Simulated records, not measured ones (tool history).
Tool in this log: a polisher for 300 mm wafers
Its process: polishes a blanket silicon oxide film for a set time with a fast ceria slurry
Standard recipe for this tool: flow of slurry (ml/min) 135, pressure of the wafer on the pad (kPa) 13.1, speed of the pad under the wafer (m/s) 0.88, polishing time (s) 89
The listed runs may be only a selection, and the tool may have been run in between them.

run    hour  flow of slurry (ml/min)  pressure of the wafer on the pad (kPa)  speed of the pad under the wafer (m/s)  polishing time (s)  wafers since the last listed run  wafers polished on this pad  hours since the slurry nozzle was cleaned  hours since the head pressure was calibrated  incoming thickness of the incoming film, nm  film removed (nm)
  1     0.0                      135                                    13.1                                    0.88                  89                                 0                         5911                                      280.3                                         144.7                                       3939.8              725.8
  2    45.6                      135                                    13.1                                    0.88                  89                               574                         6486                                      325.9                                         190.3                                       3894.3              709.6
       76.6  -- worn pad replaced by a new one
  3    97.8                      135                                    11.7                                    0.88                  89                               607                          267                                      378.1                                         242.5                                       3884.5              657.0
  4   147.8                      135                                    11.7                                    0.88                  89                               630                          897                                      428.1                                         292.5                                       3950.8              642.0
  5   234.4                      135                                    13.1                                    0.94                  89                              1091                         1989                                      514.7                                         379.1                                       3947.6              738.7
  6   294.5                      135                                    13.1                                    0.94                  89                               757                         2746                                      574.8                                         439.2                                       3980.5              731.6
      303.7  -- slurry nozzle cleaned
      346.8  -- head pressure recalibrated
  7   375.3                      165                                    13.1                                    0.88                  89                               980                         3727                                       71.6                                          28.5                                       3960.0              756.0
  8   482.2                      155                                    13.1                                    0.88                  89                              1347                         5074                                      178.5                                         135.4                                       3955.6              737.7
  9   583.2                      135                                    11.0                                    0.88                  72                              1272                         6347                                      279.5                                         236.4                                       3912.6              513.0
      598.3  -- worn pad replaced by a new one
 10   629.8                      135                                    11.0                                    0.88                  72                               536                          396                                      326.1                                         283.0                                       3914.1              503.2
 11   734.8                      135                                    13.1                                    0.88                  89                              1323                         1720                                      431.1                                         388.0                                       3843.0              699.1
 12   796.8                      135                                    13.1                                    0.88                  89                               781                         2501                                      493.1                                         450.0                                       3961.8              686.2
 13   837.1                      135                                    13.1                                    0.88                  89                               507                         3009                                      533.4                                         490.3                                       3902.7              677.0
      911.9  -- slurry nozzle cleaned
 14   942.2                      135                                    13.1                                    0.72                  89                              1312                         4321                                       30.3                                         595.4                                       3924.3              600.1
      994.2  -- head pressure recalibrated
 15  1018.6                      135                                    13.1                                    0.72                  89                               937                         5259                                      106.7                                          24.4                                       3930.1              601.9
 16  1113.3                      135                                    13.1                                    0.68                  80                              1193                         6452                                      201.4                                         119.1                                       3839.6              506.0
     1201.9  -- worn pad replaced by a new one, of another model than before
 17  1213.7                      135                                    13.1                                    0.68                  80                              1214                          149                                      301.8                                         219.5                                       3891.0              568.7
 18  1453.7                      135                                    13.1                                    0.88                  70                              3024                         3173                                      541.8                                         459.5                                       3950.7              565.6
     1471.3  -- slurry nozzle cleaned
     1522.4  -- head pressure recalibrated
 19  1525.2                      105                                    13.1                                    0.88                  89                               863                         4037                                       53.9                                           2.8                                       3901.9              725.2
 20  1567.0                      135                                    11.0                                    1.12                  89                               526                         4564                                       95.7                                          44.6                                       3914.5              796.2
 21  1656.8                      120                                    13.1                                    0.88                  89                              1131                         5695                                      185.5                                         134.4                                       4011.0              717.1
 22  1721.7                      135                                    13.1                                    1.18                  99                               817                         6513                                      250.4                                         199.3                                       3866.6              991.3
 23  1795.1                      160                                    15.2                                    1.10                  89                               925                         7438                                      323.8                                         272.7                                       3999.5              938.2
     1831.2  -- worn pad replaced by a new one
 24  1852.8                      135                                    13.1                                    0.88                  89                               676                          272                                      381.5                                         330.4                                       3960.4              727.8
 25  1952.3                      160                                    13.1                                    0.88                  89                              1254                         1526                                      481.0                                         429.9                                       3983.9              732.1
 26  2009.8                      135                                    13.1                                    0.80                  89                               724                         2250                                      538.5                                         487.4                                       3846.8              674.8
     2052.8  -- slurry nozzle cleaned
     2056.9  -- head pressure recalibrated
 27  2092.8                      135                                     8.3                                    0.88                  70                              1008                         3259                                       40.0                                          35.9                                       3972.1              471.7
 28  2186.2                      135                                    13.1                                    0.88                  89                              1177                         4436                                      133.4                                         129.3                                       3886.1              739.1
     2316.5  -- worn pad replaced by a new one
 29  2431.0                      110                                    15.9                                    0.88                 118                              3034                         1443                                      378.2                                         374.1                                       3880.8             1033.5
 30  2527.2                      135                                    13.1                                    0.76                  68                              1212                         2655                                      474.4                                         470.3                                       3968.1              501.2
 31  2597.5                      135                                    13.1                                    0.88                  89                               886                         3541                                      544.7                                         540.6                                       3879.6              707.1
     2604.7  -- slurry nozzle cleaned
 32  2648.4                      135                                    15.2                                    0.76                  89                               628                         4170                                       43.7                                         591.5                                       3998.2              730.0
     2687.8  -- head pressure recalibrated
 33  2724.2                      135                                    13.1                                    0.88                  89                               930                         5100                                      119.5                                          36.4                                       3908.8              744.1
 34  2761.6                      175                                    14.5                                    1.14                  71                               471                         5572                                      156.9                                          73.8                                       3860.1              753.2
     2820.9  -- worn pad replaced by a new one
 35  2851.4                      135                                    13.1                                    0.88                  73                              1081                          384                                      246.7                                         163.6                                       3881.1              600.0

Forecast each of these 3 alternatives for the next run:
  A  2851.8                      135                                    13.1                                    0.88                  78                                 5                          389                                      247.1                                         164.0                                       3861.7                  ?
  B  2851.8                      135                                    13.1                                    1.12                  89                                 5                          389                                      247.1                                         164.0                                       3861.7                  ?
  C  2851.8                      180                                    10.3                                    0.88                  89                                 5                          389                                      247.1                                         164.0                                       3861.7                  ?

run  film removed (nm)
  A              646.8
  B              866.0
  C              680.5
What these runs would have given with no unlogged condition in the tool:
run  film removed (nm)
  A              659.8
  B              883.4
  C              692.4
